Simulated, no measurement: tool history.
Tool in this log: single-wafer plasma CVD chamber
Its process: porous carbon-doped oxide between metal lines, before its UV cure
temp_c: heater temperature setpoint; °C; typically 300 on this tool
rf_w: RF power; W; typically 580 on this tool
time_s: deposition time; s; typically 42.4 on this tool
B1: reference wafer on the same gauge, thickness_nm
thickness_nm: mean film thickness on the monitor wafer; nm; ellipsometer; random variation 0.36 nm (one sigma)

{"run": 1, "hour": 0.0, "temp_c": 300, "rf_w": 580, "time_s": 38.8, "B1": 213.997, "thickness_nm": 216.903}
{"run": 2, "hour": 14.8, "temp_c": 300, "rf_w": 580, "time_s": 38.8, "B1": 213.984, "thickness_nm": 216.619}
{"run": 3, "hour": 22.4, "temp_c": 300, "rf_w": 580, "time_s": 38.8, "B1": 214.023, "thickness_nm": 217.44}
{"run": 4, "hour": 33.2, "temp_c": 300, "rf_w": 580, "time_s": 42.4, "B1": 213.897, "thickness_nm": 236.243}
{"run": 5, "hour": 52.9, "temp_c": 300, "rf_w": 580, "time_s": 42.4, "B1": 214.049, "thickness_nm": 236.18}
{"run": 6, "hour": 67.2, "temp_c": 300, "rf_w": 580, "time_s": 42.4, "B1": 214.04, "thickness_nm": 236.342}
{"run": 7, "hour": 79.9, "temp_c": 300, "rf_w": 580, "time_s": 42.4, "B1": 213.893, "thickness_nm": 237.012}
{"hour": 127.9, "done": "gauge calibrated"}
{"hour": 134.3, "done": "thermocouple changed; heater temperature recalibrated"}
{"hour": 137.8, "done": "showerhead replaced"}
{"run": 8, "hour": 138.3, "temp_c": 300, "rf_w": 580, "time_s": 48, "B1": 213.959, "thickness_nm": 258.251}
{"run": 9, "hour": 141.9, "temp_c": 300, "rf_w": 580, "time_s": 48, "B1": 213.941, "thickness_nm": 258.241}
{"hour": 156.9, "done": "RF generator calibrated"}
{"run": 10, "hour": 157.4, "temp_c": 300, "rf_w": 580, "time_s": 48, "B1": 213.936, "thickness_nm": 269.488}
{"run": 11, "hour": 206.5, "temp_c": 295, "rf_w": 580, "time_s": 44.2, "B1": 214.008, "thickness_nm": 255.471}
{"run": 12, "hour": 214.9, "temp_c": 295, "rf_w": 580, "time_s": 44.2, "B1": 214.07, "thickness_nm": 256.578}
{"run": 13, "hour": 226.9, "temp_c": 313, "rf_w": 525, "time_s": 34, "B1": 213.944, "thickness_nm": 172.065}
{"run": 14, "hour": 243.7, "temp_c": 300, "rf_w": 580, "time_s": 42.4, "B1": 214.009, "thickness_nm": 239.489}
{"run": 15, "hour": 258.7, "temp_c": 300, "rf_w": 680, "time_s": 42.4, "B1": 214.015, "thickness_nm": 260.082}
{"run": 16, "hour": 270.4, "temp_c": 300, "rf_w": 615, "time_s": 38.4, "B1": 213.963, "thickness_nm": 224.797}
{"run": 17, "hour": 282.0, "temp_c": 300, "rf_w": 580, "time_s": 49.1, "B1": 214.042, "thickness_nm": 275.687}
{"run": 18, "hour": 297.3, "temp_c": 300, "rf_w": 580, "time_s": 42.4, "B1": 214.045, "thickness_nm": 239.8}
{"run": 19, "hour": 303.5, "temp_c": 300, "rf_w": 580, "time_s": 42.4, "B1": 213.92, "thickness_nm": 240.328}
{"run": 20, "hour": 311.2, "temp_c": 290, "rf_w": 505, "time_s": 39.4, "B1": 214.008, "thickness_nm": 218.458}
{"run": 21, "hour": 324.1, "temp_c": 294, "rf_w": 510, "time_s": 42.4, "B1": 213.92, "thickness_nm": 231.392}
{"run": 22, "hour": 332.3, "temp_c": 300, "rf_w": 685, "time_s": 47.7, "B1": 214.015, "thickness_nm": 294.285}
{"run": 23, "hour": 343.7, "temp_c": 300, "rf_w": 650, "time_s": 38.7, "B1": 213.955, "thickness_nm": 233.061}
{"run": 24, "hour": 357.8, "temp_c": 300, "rf_w": 580, "time_s": 42.4, "B1": 213.915, "thickness_nm": 239.18}
{"hour": 360.6, "done": "gauge calibrated"}
{"run": 25, "hour": 368.5, "temp_c": 292, "rf_w": 485, "time_s": 40.1, "B1": 213.974, "thickness_nm": 215.449}

3 options for the next run, each taken on its own from the tool as it stands now. Forecast them:
{"run": "A", "hour": 368.9, "temp_c": 300, "rf_w": 580, "time_s": 42.4, "B1": "?", "thickness_nm": "?"}
{"run": "B", "hour": 368.9, "temp_c": 313, "rf_w": 580, "time_s": 42.4, "B1": "?", "thickness_nm": "?"}
{"run": "C", "hour": 368.9, "temp_c": 293, "rf_w": 580, "time_s": 38.8, "B1": "?", "thickness_nm": "?"}

run=A B1=213.943 thickness_nm=239.508
run=B B1=213.943 thickness_nm=224.711
run=C B1=213.943 thickness_nm=227.75
Had the tool no hidden state, the same runs would have come out as:
run=A thickness_nm=239.535
run=B thickness_nm=224.847
run=C thickness_nm=227.747

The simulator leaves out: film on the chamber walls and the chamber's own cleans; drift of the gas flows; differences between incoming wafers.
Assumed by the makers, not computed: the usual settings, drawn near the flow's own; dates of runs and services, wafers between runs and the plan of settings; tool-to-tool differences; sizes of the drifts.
